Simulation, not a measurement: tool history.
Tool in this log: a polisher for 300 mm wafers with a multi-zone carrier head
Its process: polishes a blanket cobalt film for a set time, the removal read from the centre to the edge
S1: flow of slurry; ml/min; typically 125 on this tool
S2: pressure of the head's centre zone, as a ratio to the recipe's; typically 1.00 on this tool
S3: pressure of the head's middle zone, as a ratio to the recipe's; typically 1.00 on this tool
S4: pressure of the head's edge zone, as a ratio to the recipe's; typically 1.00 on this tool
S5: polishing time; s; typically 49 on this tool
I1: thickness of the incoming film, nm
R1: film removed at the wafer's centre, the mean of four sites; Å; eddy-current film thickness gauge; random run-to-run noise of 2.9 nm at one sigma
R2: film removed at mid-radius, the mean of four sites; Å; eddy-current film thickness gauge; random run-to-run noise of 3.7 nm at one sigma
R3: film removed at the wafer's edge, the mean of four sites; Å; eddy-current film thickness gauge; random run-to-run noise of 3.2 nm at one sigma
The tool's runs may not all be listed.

Run 1, day 0.000: usual settings but S3 0.91; I1 1278.1. Result: R1 2616 Å, R2 2384 Å, R3 2566 Å.
Run 2, day 2.188: usual settings; I1 1258.8. Result: R1 2510 Å, R2 2492 Å, R3 2542 Å.
Run 3, day 3.333: usual settings; I1 1254.8. Result: R1 2501 Å, R2 2494 Å, R3 2510 Å.
At day 3.725: slurry nozzle cleaned.
Run 4, day 5.392: usual settings; I1 1274.4. Result: R1 2444 Å, R2 2375 Å, R3 2475 Å.
Run 5, day 6.633: usual settings; I1 1274.5. Result: R1 2463 Å, R2 2389 Å, R3 2405 Å.
At day 8.333: carrier head's membrane replaced by a new one.
At day 9.375: worn pad replaced by a new one.
Run 6, day 11.496: usual settings but S1 145 ml/min; I1 1263.8. Result: R1 2705 Å, R2 2687 Å, R3 2585 Å.
Run 7, day 13.342: usual settings but S1 145 ml/min, S5 35 s; I1 1285.2. Result: R1 1918 Å, R2 1846 Å, R3 1882 Å.
Run 8, day 15.508: usual settings but S1 105 ml/min, S5 65 s; I1 1253.5. Result: R1 3163 Å, R2 3163 Å, R3 3215 Å.
Run 9, day 17.771: usual settings but S3 0.94; I1 1273.3. Result: R1 2465 Å, R2 2309 Å, R3 2460 Å.
At day 18.500: edge zone pressure recalibrated.
Run 10, day 20.671: usual settings; I1 1295.8. Result: R1 2457 Å, R2 2357 Å, R3 2405 Å.
Run 11, day 22.404: usual settings but S2 1.04, S3 1.06; I1 1256.7. Result: R1 2419 Å, R2 2432 Å, R3 2343 Å.
At day 23.512: worn pad replaced by a new one.
At day 24.188: slurry nozzle cleaned.
Run 12, day 24.671: usual settings; I1 1247.0. Result: R1 2600 Å, R2 2487 Å, R3 2605 Å.
Run 13, day 25.754: usual settings but S2 1.11; I1 1272.4. Result: R1 2890 Å, R2 2549 Å, R3 2552 Å.
Run 14, day 27.629: usual settings but S2 0.89, S3 0.90; I1 1252.5. Result: R1 2305 Å, R2 2339 Å, R3 2506 Å.
At day 29.238: centre zone pressure recalibrated.
Run 15, day 30.350: usual settings; I1 1281.0. Result: R1 2474 Å, R2 2453 Å, R3 2447 Å.
Run 16, day 32.838: usual settings but S2 0.96, S3 1.04, S4 1.10, S5 61 s; I1 1250.3. Result: R1 2893 Å, R2 3068 Å, R3 3119 Å.
Run 17, day 34.312: usual settings but S2 0.89; I1 1291.6. Result: R1 2149 Å, R2 2311 Å, R3 2291 Å.
Run 18, day 35.696: usual settings but S2 0.91; I1 1261.0. Result: R1 2156 Å, R2 2240 Å, R3 2293 Å.
At day 37.142: worn pad replaced by a new one.
Run 19, day 38.150: usual settings but S4 0.93; I1 1275.3. Result: R1 2599 Å, R2 2603 Å, R3 2494 Å.
Run 20, day 39.575: usual settings but S1 90 ml/min, S5 39 s; I1 1270.7. Result: R1 1892 Å, R2 1811 Å, R3 1903 Å.
Run 21, day 42.517: usual settings but S2 0.91, S3 0.96, S4 0.92; I1 1277.9. Result: R1 2332 Å, R2 2376 Å, R3 2416 Å.
Run 22, day 44.462: usual settings but S3 1.04; I1 1282.5. Result: R1 2476 Å, R2 2448 Å, R3 2420 Å.

Alternative continuations, all from the tool just after run 22; predict every row:
Run A, day 44.479: usual settings; I1 1245.2. Result: R1 ?, R2 ?, R3 ?.
Run B, day 44.479: usual settings but S1 140 ml/min, S4 1.11; I1 1245.2. Result: R1 ?, R2 ?, R3 ?.
Run C, day 44.479: usual settings but S2 0.93; I1 1245.2. Result: R1 ?, R2 ?, R3 ?.
Run D, day 44.479: usual settings but S1 150 ml/min; I1 1245.2. Result: R1 ?, R2 ?, R3 ?.

run    R1    R2    R3
  A  2511  2514  2424
  B  2581  2575  2597
  C  2360  2515  2424
  D  2620  2610  2490
With the hidden condition removed and each run's random variation left untouched, the same runs would have given:
run    R1    R2    R3
  A  2721  2724  2626
  B  2796  2790  2813
  C  2557  2725  2626
  D  2839  2828  2698
